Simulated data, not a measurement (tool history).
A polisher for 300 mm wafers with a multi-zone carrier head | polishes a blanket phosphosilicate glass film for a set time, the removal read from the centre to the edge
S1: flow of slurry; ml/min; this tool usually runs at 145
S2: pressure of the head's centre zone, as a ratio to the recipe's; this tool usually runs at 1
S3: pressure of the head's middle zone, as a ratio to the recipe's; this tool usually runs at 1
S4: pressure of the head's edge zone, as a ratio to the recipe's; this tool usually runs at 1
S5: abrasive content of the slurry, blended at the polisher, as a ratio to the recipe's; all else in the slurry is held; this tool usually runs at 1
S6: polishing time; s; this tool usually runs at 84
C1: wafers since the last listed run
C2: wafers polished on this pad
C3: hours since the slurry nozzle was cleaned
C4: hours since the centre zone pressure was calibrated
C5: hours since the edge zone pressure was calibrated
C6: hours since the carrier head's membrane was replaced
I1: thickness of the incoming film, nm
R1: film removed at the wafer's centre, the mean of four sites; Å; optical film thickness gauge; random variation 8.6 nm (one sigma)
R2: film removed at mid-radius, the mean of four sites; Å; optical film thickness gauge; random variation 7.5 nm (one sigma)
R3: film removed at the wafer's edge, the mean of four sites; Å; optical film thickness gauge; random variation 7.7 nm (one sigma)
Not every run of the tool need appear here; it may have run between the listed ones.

run	hour	S1	S2	S3	S4	S5	S6	C1	C2	C3	C4	C5	C6	I1	R1	R2	R3
1	0	145	1	1	1	1.15	84	0	2060	67.6	818.4	201.9	938.1	3433	10184	10518	10528
2	51.1	175	1	1	1	1	84	493	2554	118.7	869.5	253	989.2	3393.5	9987	10300	10197
3	117.6	175	1	1	1	1	84	642	3196	185.2	936	319.5	1055.7	3434.5	9860	10233	9994
# hour 150.3: worn pad replaced by a new one
4	166.2	145	1	1	1	0.85	84	430	153	233.8	984.6	368.1	1104.3	3426.2	9336	9671	9667
# hour 188.3: carrier head's membrane replaced by a new one
5	193.8	145	1	1	1	0.85	84	218	371	261.4	1012.2	395.7	5.5	3360.4	9472	9668	9647
6	230.9	175	1	1	1	0.75	84	358	729	298.5	1049.3	432.8	42.6	3387	9277	9558	9326
# hour 244.4: slurry nozzle cleaned
7	302.4	145	1	1	1	1	73	681	1410	58	1120.8	504.3	114.1	3355.2	8480	8860	8799
8	327.1	145	1	1	1	0.85	84	238	1649	82.7	1145.5	529	138.8	3362.5	9143	9543	9409
9	382.7	145	1.07	1	1	1	84	537	2186	138.3	1201.1	584.6	194.4	3421.8	10346	9948	9898
# hour 388.9: centre zone pressure recalibrated
10	419.8	145	0.91	1.03	1	1.2	84	339	2525	175.4	30.9	621.7	231.5	3438.3	9354	10937	10576
11	470.1	145	1	1	1	1	84	485	3011	225.7	81.2	672	281.8	3457.9	9409	9816	9823
# hour 503.6: worn pad replaced by a new one
12	520.2	180	1	0.94	1.07	1.15	84	445	160	275.8	131.3	722.1	331.9	3387.3	10936	10801	11472
13	562.5	145	1	0.89	1.04	1.15	64	408	568	318.1	173.6	764.4	374.2	3402.9	7901	7386	8402
# hour 597: slurry nozzle cleaned
14	624.3	145	1	1.05	1	1	67	587	1156	27.3	235.4	826.2	436	3354.9	7871	8474	8048
15	669.5	145	1	0.94	1	1	84	436	1592	72.5	280.6	871.4	481.2	3387.9	9707	9610	10090
# hour 684.7: edge zone pressure recalibrated
16	712.3	145	1	1	1	1	84	394	1986	115.3	323.4	27.6	524	3382.3	9650	10065	10035
17	774.5	145	1	1	1	1	84	600	2587	177.5	385.6	89.8	586.2	3342.5	9594	9907	10015
18	801	145	1	0.9	1.1	1	84	255	2843	204	412.1	116.3	612.7	3406.9	9670	9114	10307
# hour 807.7: worn pad replaced by a new one
19	842.2	145	0.97	1.04	1	1	102	359	333	245.2	453.3	157.5	653.9	3433.2	11595	13028	12249
20	874.7	160	0.94	1	1	1.25	97	313	647	277.7	485.8	190	686.4	3362.4	11586	13008	13109
# hour 910.4: slurry nozzle cleaned
21	935.4	175	1	0.95	1	0.75	84	576	1224	25	546.5	250.7	747.1	3441.3	8984	9102	9355
22	1020.7	125	1	0.95	0.97	0.85	84	823	2048	110.3	631.8	336	832.4	3440.7	8688	8684	9065

Below, some changes in R1 between adjacent runs. For each, the amount present without the hidden state too (settings, incoming material, random variation) and the amount remaining for the hidden state with gauge scatter not shared by both compared results:
The hidden state here: removal rate lost through wear of the pad, %; slurry flow missing at the pad, %; deviation of the centre zone's pressure from its setpoint, %; deviation of the edge zone's pressure from its setpoint, %.
Run 3 -> 4: S1 175 -> 145, S5 1 -> 0.85, worn pad replaced by a new one. R1 -524 Å: hidden state +439, all else -963.
Run 11 -> 12: S1 145 -> 180, S3 1 -> 0.94, S4 1 -> 1.07, S5 1 -> 1.15, worn pad replaced by a new one. R1 +1527 Å: hidden state +370, all else +1157.
Run 12 -> 13: S1 180 -> 145, S3 0.94 -> 0.89, S4 1.07 -> 1.04, S6 84 -> 64. R1 -3035 Å: hidden state -28, all else -3007.
Run 20 -> 21: S1 160 -> 175, S2 0.94 -> 1, S3 1 -> 0.95, S5 1.25 -> 0.75, S6 97 -> 84, slurry nozzle cleaned. R1 -2602 Å: hidden state -48, all else -2554.
